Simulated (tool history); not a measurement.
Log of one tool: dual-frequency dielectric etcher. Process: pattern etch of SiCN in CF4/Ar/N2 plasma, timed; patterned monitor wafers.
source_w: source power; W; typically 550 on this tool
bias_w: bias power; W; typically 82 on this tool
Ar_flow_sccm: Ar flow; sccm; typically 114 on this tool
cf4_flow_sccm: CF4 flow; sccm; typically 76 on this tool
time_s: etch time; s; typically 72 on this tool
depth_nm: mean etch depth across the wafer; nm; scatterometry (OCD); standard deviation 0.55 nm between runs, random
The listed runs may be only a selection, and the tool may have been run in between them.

| run | day | source_w | bias_w | Ar_flow_sccm | cf4_flow_sccm | time_s | read-back reference wafer on the same gauge, depth_nm | depth_nm |
|---|---|---|---|---|---|---|---|---|
| 1 | 0 | 550 | 73 | 114 | 76 | 72 | 82.3 | 78.6 |
|  | 0.304 | Ar flow controller replaced |
| 2 | 0.392 | 550 | 82 | 114 | 76 | 72 | 82.2 | 83.9 |
| 3 | 0.662 | 550 | 82 | 114 | 76 | 72 | 82.5 | 83.1 |
|  | 1.725 | wet clean of the chamber |
| 4 | 1.746 | 550 | 82 | 114 | 76 | 72 | 82.5 | 81.8 |
|  | 1.879 | gauge calibrated |
| 5 | 2.962 | 550 | 94 | 105 | 70 | 56.5 | 82.3 | 67.7 |
| 6 | 3.517 | 550 | 94 | 114 | 76 | 72 | 82.4 | 86.3 |
| 7 | 4.15 | 550 | 82 | 114 | 76 | 64.5 | 82.6 | 72.9 |
| 8 | 4.85 | 550 | 82 | 99 | 76 | 59.5 | 82.3 | 67.3 |
|  | 5.238 | source power generator calibrated |
|  | 5.958 | wet clean of the chamber, repeated, since the last time left the tool worse |
| 9 | 5.979 | 550 | 82 | 114 | 76 | 86.5 | 82.5 | 101.8 |
| 10 | 6.296 | 550 | 82 | 114 | 76 | 72 | 82.1 | 85.6 |
|  | 7.85 | upper electrode replaced |
| 11 | 7.871 | 550 | 66 | 130 | 76 | 88.5 | 82.4 | 93.2 |
| 12 | 7.888 | 650 | 82 | 140 | 70 | 65 | 82.3 | 85.2 |
| 13 | 8.404 | 550 | 82 | 99 | 59 | 72 | 82.3 | 84.5 |
|  | 8.575 | bias power generator calibrated |
| 14 | 8.825 | 550 | 82 | 114 | 65 | 72 | 82.3 | 84 |
| 15 | 9.175 | 600 | 82 | 114 | 70 | 57.5 | 82.6 | 71.6 |
| 16 | 9.912 | 550 | 82 | 135 | 76 | 92 | 82.6 | 107 |
| 17 | 10.179 | 550 | 66 | 114 | 86 | 85.5 | 82.2 | 90.7 |
| 18 | 10.617 | 550 | 82 | 114 | 76 | 72 | 82.8 | 84.8 |
| 19 | 11.354 | 550 | 82 | 99 | 76 | 59.5 | 82.5 | 71.2 |
| 20 | 12.05 | 550 | 82 | 114 | 76 | 72 | 82.6 | 84.6 |
| 21 | 12.504 | 550 | 67 | 98 | 76 | 72 | 82.6 | 77.5 |
| 22 | 12.829 | 550 | 82 | 114 | 76 | 65 | 82.7 | 76.5 |

3 ways to go on from here, each from the tool as it stands after run 22. What would each give?
| A | 12.846 | 550 | 82 | 90 | 76 | 72 | ? | ? |
| B | 12.846 | 550 | 82 | 141 | 85 | 72 | ? | ? |
| C | 12.846 | 480 | 73 | 114 | 76 | 53 | ? | ? |

| run | read-back reference wafer on the same gauge, depth_nm | depth_nm |
|---|---|---|
| A | 82.6 | 87.1 |
| B | 82.6 | 84.8 |
| C | 82.6 | 53.9 |
The same runs, with their run-to-run variation unchanged, on a tool lacking any hidden condition would have given:
| run | depth_nm |
|---|---|
| A | 88.1 |
| B | 85.8 |
| C | 54.5 |
